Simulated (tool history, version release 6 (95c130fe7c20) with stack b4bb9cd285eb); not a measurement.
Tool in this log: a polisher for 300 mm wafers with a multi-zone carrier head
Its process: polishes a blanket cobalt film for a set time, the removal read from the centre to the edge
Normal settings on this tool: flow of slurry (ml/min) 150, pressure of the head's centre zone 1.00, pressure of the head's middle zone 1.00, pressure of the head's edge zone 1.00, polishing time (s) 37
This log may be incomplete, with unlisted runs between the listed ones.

run	day	flow of slurry (ml/min)	pressure of the head's centre zone	pressure of the head's middle zone	pressure of the head's edge zone	polishing time (s)	incoming thickness of the incoming film, nm	film removed at the wafer's centre (Å)	film removed at mid-radius (Å)	film removed at the wafer's edge (Å)
1	0.000	175	1.00	1.00	1.00	37	1403.3	1528	1420	1431
2	0.542	175	1.00	1.00	1.00	37	1391.0	1532	1429	1379
3	1.179	175	1.00	1.00	1.00	37	1401.6	1509	1416	1397
4	1.788	150	0.91	1.00	1.00	37	1402.8	1359	1388	1381
5	2.454	165	1.00	1.00	1.00	37	1389.1	1518	1405	1387
6	2.771	165	1.00	1.00	1.00	37	1401.3	1545	1391	1373
7	3.317	150	1.00	1.00	1.00	37	1383.1	1488	1383	1360
8	3.704	150	1.00	1.00	1.00	37	1418.0	1503	1380	1381
# day 4.088: carrier head's membrane replaced by a new one
9	4.108	150	1.00	1.00	1.00	37	1396.4	1525	1400	1392
10	4.583	150	1.00	1.00	1.00	37	1402.2	1512	1389	1361
# day 4.908: worn pad replaced by a new one
# day 5.008: centre zone pressure recalibrated
11	5.233	150	1.00	1.00	1.00	37	1397.9	1423	1375	1343
12	5.633	180	0.89	1.00	1.00	37	1413.9	1276	1423	1402
13	6.208	110	0.94	1.00	1.11	37	1397.2	1254	1331	1386
14	6.767	150	0.88	1.10	0.88	37	1402.5	1233	1474	1278
15	7.350	150	1.00	1.00	1.00	37	1373.4	1402	1402	1390
16	8.004	150	1.00	1.00	1.00	37	1380.6	1399	1404	1396
17	8.329	150	1.07	0.95	1.06	33	1407.5	1361	1204	1282
# day 8.600: slurry nozzle cleaned
18	8.800	150	1.09	1.10	1.00	37	1413.1	1532	1477	1366
# day 9.092: edge zone pressure recalibrated
# day 10.312: worn pad replaced by a new one
19	10.575	150	1.08	1.00	1.00	37	1379.3	1522	1405	1357
20	11.021	150	1.00	1.00	1.00	37	1396.6	1407	1392	1397
21	11.658	150	1.00	1.00	1.00	37	1405.3	1395	1389	1389
22	12.079	125	1.00	1.00	0.95	28	1405.6	1038	1028	1006

Each row is a separate what-if for the run after 22, all from the same tool condition, not one after another. Results?
A	12.096	150	1.00	1.00	1.00	37	1425.9	?	?	?
B	12.096	150	1.00	1.06	0.88	37	1425.9	?	?	?
C	12.096	150	1.07	1.00	1.00	37	1425.9	?	?	?

run	film removed at the wafer's centre (Å)	film removed at mid-radius (Å)	film removed at the wafer's edge (Å)
A	1411	1385	1389
B	1412	1433	1308
C	1511	1385	1389
With no hidden state in the tool, these same runs would have given:
run	film removed at the wafer's centre (Å)	film removed at mid-radius (Å)	film removed at the wafer's edge (Å)
A	1375	1386	1389
B	1375	1434	1308
C	1472	1385	1389
